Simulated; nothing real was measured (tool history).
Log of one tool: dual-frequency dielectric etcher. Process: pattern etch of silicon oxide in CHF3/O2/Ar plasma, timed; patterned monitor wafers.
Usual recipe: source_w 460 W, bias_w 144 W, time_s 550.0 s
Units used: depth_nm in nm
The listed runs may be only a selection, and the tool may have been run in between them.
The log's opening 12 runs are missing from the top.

run,hour,source_w,bias_w,time_s,wafers since the last listed run,hours since the last wet clean,hours since the last source power generator calibration,hours since the last bias power generator calibration,hours since the last upper electrode change,hours since the gauge calibration,"read-back reference wafer on the same gauge, depth_nm",depth_nm
13,260.8,520,123,493.5,42,357.0,213.6,28.6,13.9,60.6,920.4,920.4
14,284.0,460,144,550.0,75,380.2,236.8,51.8,37.1,83.8,919.2,1007.4
15,305.2,460,133,403.0,69,401.4,258.0,73.0,58.3,105.0,919.3,725.6
16,318.9,460,109,504.0,44,415.1,271.7,86.7,72.0,118.7,920.5,860.6
17,339.4,410,122,550.0,67,435.6,292.2,107.2,92.5,139.2,920.7,908.2
18,356.5,460,144,436.0,55,452.7,309.3,124.3,109.6,156.3,920.1,801.5
19,380.3,520,144,550.0,77,476.5,333.1,148.1,133.4,180.1,920.3,1075.6
20,404.8,550,156,692.0,80,501.0,357.6,172.6,157.9,204.6,921.0,1427.0
# hour 446.6: wet clean of the chamber
21,447.1,520,124,663.5,59,0.5,399.9,214.9,200.2,246.9,920.6,1243.8
22,447.5,560,144,707.0,1,0.9,400.3,215.3,200.6,247.3,918.9,1423.8
23,470.3,520,121,632.5,74,23.7,423.1,238.1,223.4,270.1,920.3,1182.0
24,490.9,540,144,550.0,67,44.3,443.7,258.7,244.0,290.7,920.4,1091.4
25,520.9,460,144,444.0,98,74.3,473.7,288.7,274.0,320.7,919.6,816.4
26,600.9,500,129,550.0,261,154.3,553.7,368.7,354.0,400.7,920.0,1024.3
27,614.3,460,144,550.0,43,167.7,567.1,382.1,367.4,414.1,920.5,1006.2
28,629.1,420,157,407.0,48,182.5,581.9,396.9,382.2,428.9,921.3,729.7
29,648.7,460,129,550.0,64,202.1,601.5,416.5,401.8,448.5,920.1,977.5
30,665.4,570,144,708.0,54,218.8,618.2,433.2,418.5,465.2,920.3,1444.6

Consider 4 possible next runs. They are alternatives, not a sequence: every one starts from the tool as it was left by run 30. What does each give?
A,666.0,460,144,550.0,1,219.4,618.8,433.8,419.1,465.8,?,?
B,666.0,510,178,634.5,1,219.4,618.8,433.8,419.1,465.8,?,?
C,666.0,460,114,550.0,1,219.4,618.8,433.8,419.1,465.8,?,?
D,666.0,350,169,658.0,1,219.4,618.8,433.8,419.1,465.8,?,?

run,"read-back reference wafer on the same gauge, depth_nm",depth_nm
A,919.4,1008.5
B,919.4,1300.3
C,919.4,947.8
D,919.4,1095.2
What these runs would have given with no unlogged condition in the tool:
run,depth_nm
A,1012.6
B,1305.6
C,951.7
D,1099.6
